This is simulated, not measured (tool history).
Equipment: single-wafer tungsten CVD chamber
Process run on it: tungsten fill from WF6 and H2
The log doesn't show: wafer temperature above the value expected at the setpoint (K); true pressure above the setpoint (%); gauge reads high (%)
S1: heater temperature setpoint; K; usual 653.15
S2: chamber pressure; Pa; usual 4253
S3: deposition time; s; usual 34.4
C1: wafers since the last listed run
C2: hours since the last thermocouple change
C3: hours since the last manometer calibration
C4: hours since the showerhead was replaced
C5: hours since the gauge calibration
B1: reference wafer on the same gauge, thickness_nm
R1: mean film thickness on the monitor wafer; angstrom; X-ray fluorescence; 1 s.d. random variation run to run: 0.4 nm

run,hour,S1,S2,S3,C1,C2,C3,C4,C5,B1,R1
1,0.0,653.15,4253,34.4,0,1142.4,1719.2,5896.2,472.3,83.361,700.31
2,26.6,653.15,4253,34.4,590,1169.0,1745.8,5922.8,498.9,83.258,706.89
3,74.8,653.15,3973,34.4,1070,1217.2,1794.0,5971.0,547.1,83.393,691.17
4,129.4,653.15,3973,34.4,1212,1271.8,1848.6,6025.6,601.7,83.452,689.31
5,330.5,653.15,3973,34.4,4464,1472.9,2049.7,6226.7,802.8,83.332,701.52
6,367.8,653.15,4253,34.4,828,1510.2,2087.0,6264.0,840.1,83.281,712.81
7,435.3,653.15,4253,34.4,1498,1577.7,2154.5,6331.5,907.6,83.277,713.66
8,479.2,653.15,4253,34.4,974,1621.6,2198.4,6375.4,951.5,83.368,705.31
9,515.3,653.15,4253,34.4,801,1657.7,2234.5,6411.5,987.6,83.461,709.31
10,575.7,653.15,4253,34.4,1340,1718.1,2294.9,6471.9,1048.0,83.374,709.98
11,617.1,665.15,3960,34.4,919,1759.5,2336.3,6513.3,1089.4,83.159,858.40
12,647.5,653.15,4253,34.4,674,1789.9,2366.7,6543.7,1119.8,83.176,704.17
13,698.6,653.15,4253,34.4,1134,1841.0,2417.8,6594.8,1170.9,83.453,717.49
14,764.9,653.15,4253,34.4,1471,1907.3,2484.1,6661.1,1237.2,83.393,702.25
15,802.0,653.15,4253,30.7,823,1944.4,2521.2,6698.2,1274.3,83.449,634.99
16,845.9,653.15,4253,34.4,974,1988.3,2565.1,6742.1,1318.2,83.253,711.21
17,873.1,639.15,4893,34.4,603,2015.5,2592.3,6769.3,1345.4,83.314,571.66
# hour 924.9: gauge calibrated
# hour 925.4: capacitance manometer re-zeroed and calibrated
18,937.8,645.15,4906,40.4,1258,2080.2,12.4,6834.0,12.9,83.372,749.61
19,975.4,653.15,5213,34.4,834,2117.8,50.0,6871.6,50.5,83.304,750.24
# hour 996.3: showerhead replaced
20,1043.5,653.15,4253,28.6,1334,2185.9,118.1,47.2,118.6,83.279,585.52
21,1235.6,653.15,4253,34.4,4264,2378.0,310.2,239.3,310.7,83.455,710.29
# hour 1302.9: thermocouple changed; heater temperature recalibrated
22,1446.1,653.15,4253,34.4,4495,143.2,520.7,449.8,521.2,83.353,708.65
23,1474.2,639.15,4733,34.4,623,171.3,548.8,477.9,549.3,83.297,565.24
24,1546.4,645.15,3853,31.5,1602,243.5,621.0,550.1,621.5,83.196,547.02
25,1612.3,658.15,5200,34.4,1462,309.4,686.9,616.0,687.4,83.222,821.19
26,1673.1,653.15,3586,34.4,1349,370.2,747.7,676.8,748.2,83.284,675.99
27,1705.3,643.15,4253,36.7,714,402.4,779.9,709.0,780.4,83.295,629.21
28,1770.4,665.15,4253,31.1,1445,467.5,845.0,774.1,845.5,83.319,782.54
29,1972.0,646.15,4880,34.4,4475,669.1,1046.6,975.7,1047.1,83.444,647.41
30,2037.4,647.15,5306,40.8,1451,734.5,1112.0,1041.1,1112.5,83.228,804.87

Each row is a separate what-if for the run after 30, all from the same tool condition, not one after another. Results?
A,2037.8,646.15,4253,34.4,8,734.9,1112.4,1041.5,1112.9,?,?
B,2037.8,660.15,4573,34.4,8,734.9,1112.4,1041.5,1112.9,?,?
C,2037.8,660.15,3413,34.4,8,734.9,1112.4,1041.5,1112.9,?,?
D,2037.8,661.15,3480,36.7,8,734.9,1112.4,1041.5,1112.9,?,?

run,B1,R1
A,83.291,619.69
B,83.291,812.27
C,83.291,749.35
D,83.291,817.79
With no hidden state in the tool, these same runs would have given:
run,R1
A,619.69
B,812.27
C,749.35
D,817.79

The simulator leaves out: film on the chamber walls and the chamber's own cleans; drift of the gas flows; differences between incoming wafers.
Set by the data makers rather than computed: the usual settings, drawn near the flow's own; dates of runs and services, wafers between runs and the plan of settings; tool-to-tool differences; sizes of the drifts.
